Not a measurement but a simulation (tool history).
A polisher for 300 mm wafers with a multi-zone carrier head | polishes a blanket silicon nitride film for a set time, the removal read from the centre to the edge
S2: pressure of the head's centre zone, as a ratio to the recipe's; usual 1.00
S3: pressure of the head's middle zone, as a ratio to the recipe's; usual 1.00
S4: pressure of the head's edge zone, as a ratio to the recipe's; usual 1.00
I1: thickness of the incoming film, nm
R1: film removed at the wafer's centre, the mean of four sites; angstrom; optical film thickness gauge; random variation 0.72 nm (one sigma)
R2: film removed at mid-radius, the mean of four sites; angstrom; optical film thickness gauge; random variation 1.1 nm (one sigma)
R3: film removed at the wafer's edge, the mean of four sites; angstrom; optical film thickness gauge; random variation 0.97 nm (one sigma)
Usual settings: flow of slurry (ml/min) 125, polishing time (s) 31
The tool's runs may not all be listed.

run 1 hour=0.0 | flow_of_slurry_(ml/min)=125 S2=1.00 S3=1.09 S4=1.00 polishing_time_(s)=31 | I1=857.1 | R1=733 R2=743 R3=715
run 2 hour=72.7 | flow_of_slurry_(ml/min)=125 S2=1.00 S3=0.96 S4=1.00 polishing_time_(s)=31 | I1=878.3 | R1=737 R2=673 R3=715
run 3 hour=148.2 | flow_of_slurry_(ml/min)=125 S2=1.00 S3=1.00 S4=1.00 polishing_time_(s)=31 | I1=880.3 | R1=729 R2=730 R3=689
run 4 hour=195.7 | flow_of_slurry_(ml/min)=125 S2=1.00 S3=1.00 S4=1.00 polishing_time_(s)=31 | I1=868.9 | R1=740 R2=708 R3=711
run 5 hour=234.6 | flow_of_slurry_(ml/min)=90 S2=1.00 S3=1.00 S4=1.00 polishing_time_(s)=31 | I1=877.5 | R1=701 R2=692 R3=673
run 6 hour=282.5 | flow_of_slurry_(ml/min)=125 S2=1.00 S3=1.00 S4=1.00 polishing_time_(s)=31 | I1=857.7 | R1=737 R2=712 R3=693
run 7 hour=339.7 | flow_of_slurry_(ml/min)=125 S2=1.00 S3=1.00 S4=1.00 polishing_time_(s)=31 | I1=861.6 | R1=734 R2=706 R3=696
run 8 hour=458.8 | flow_of_slurry_(ml/min)=125 S2=1.00 S3=1.00 S4=1.00 polishing_time_(s)=31 | I1=866.7 | R1=721 R2=698 R3=720
run 9 hour=548.3 | flow_of_slurry_(ml/min)=125 S2=1.00 S3=1.00 S4=1.00 polishing_time_(s)=31 | I1=860.5 | R1=740 R2=735 R3=721
run 10 hour=586.4 | flow_of_slurry_(ml/min)=125 S2=1.00 S3=1.00 S4=1.00 polishing_time_(s)=31 | I1=863.4 | R1=738 R2=718 R3=699
run 11 hour=643.4 | flow_of_slurry_(ml/min)=160 S2=0.90 S3=1.00 S4=1.00 polishing_time_(s)=35 | I1=884.2 | R1=777 R2=841 R3=815
run 12 hour=778.6 | flow_of_slurry_(ml/min)=125 S2=1.04 S3=1.08 S4=0.93 polishing_time_(s)=31 | I1=880.8 | R1=758 R2=748 R3=678
run 13 hour=828.4 | flow_of_slurry_(ml/min)=125 S2=1.00 S3=1.00 S4=1.00 polishing_time_(s)=31 | I1=867.2 | R1=737 R2=727 R3=702
run 14 hour=909.7 | flow_of_slurry_(ml/min)=125 S2=1.00 S3=1.00 S4=1.00 polishing_time_(s)=25 | I1=869.4 | R1=595 R2=571 R3=581
run 15 hour=987.6 | flow_of_slurry_(ml/min)=105 S2=1.00 S3=1.04 S4=1.00 polishing_time_(s)=27 | I1=860.7 | R1=620 R2=615 R3=614
run 16 hour=1074.0 | flow_of_slurry_(ml/min)=125 S2=1.05 S3=0.88 S4=1.00 polishing_time_(s)=42 | I1=862.9 | R1=1046 R2=889 R3=959
run 17 hour=1170.1 | flow_of_slurry_(ml/min)=125 S2=1.00 S3=1.00 S4=1.00 polishing_time_(s)=31 | I1=873.3 | R1=738 R2=725 R3=694
run 18 hour=1261.2 | flow_of_slurry_(ml/min)=125 S2=0.89 S3=0.93 S4=0.92 polishing_time_(s)=34 | I1=878.0 | R1=722 R2=753 R3=757
run 19 hour=1347.0 | flow_of_slurry_(ml/min)=125 S2=1.00 S3=1.00 S4=1.00 polishing_time_(s)=31 | I1=882.9 | R1=720 R2=719 R3=711
run 20 hour=1433.6 | flow_of_slurry_(ml/min)=125 S2=1.00 S3=1.04 S4=1.00 polishing_time_(s)=31 | I1=876.6 | R1=733 R2=739 R3=705
run 21 hour=1470.2 | flow_of_slurry_(ml/min)=125 S2=1.00 S3=1.00 S4=1.00 polishing_time_(s)=31 | I1=863.2 | R1=724 R2=715 R3=705

Taken out of this log: 10 entries between the listed runs. Where each belongs, and how the hidden state differs across it:
Between runs 2 and 3: slurry nozzle cleaned (hour 122.5)
  no hidden state differs between the two runs
Between runs 5 and 6: worn pad replaced by a new one (hour 254.9)
  no hidden state differs between the two runs
Between runs 8 and 9: carrier head's membrane replaced by a new one (hour 471.9); edge zone pressure recalibrated (hour 494.0); worn pad replaced by a new one (hour 510.6)
  no hidden state differs between the two runs
Between runs 12 and 13: worn pad replaced by a new one (hour 815.1)
  no hidden state differs between the two runs
Between runs 13 and 14: centre zone pressure recalibrated (hour 862.6)
  no hidden state differs between the two runs
Between runs 15 and 16: slurry nozzle cleaned (hour 994.1)
  no hidden state differs between the two runs
Between runs 16 and 17: worn pad replaced by a new one (hour 1149.0)
  no hidden state differs between the two runs
Between runs 19 and 20: worn pad replaced by a new one (hour 1430.3)
  no hidden state differs between the two runs
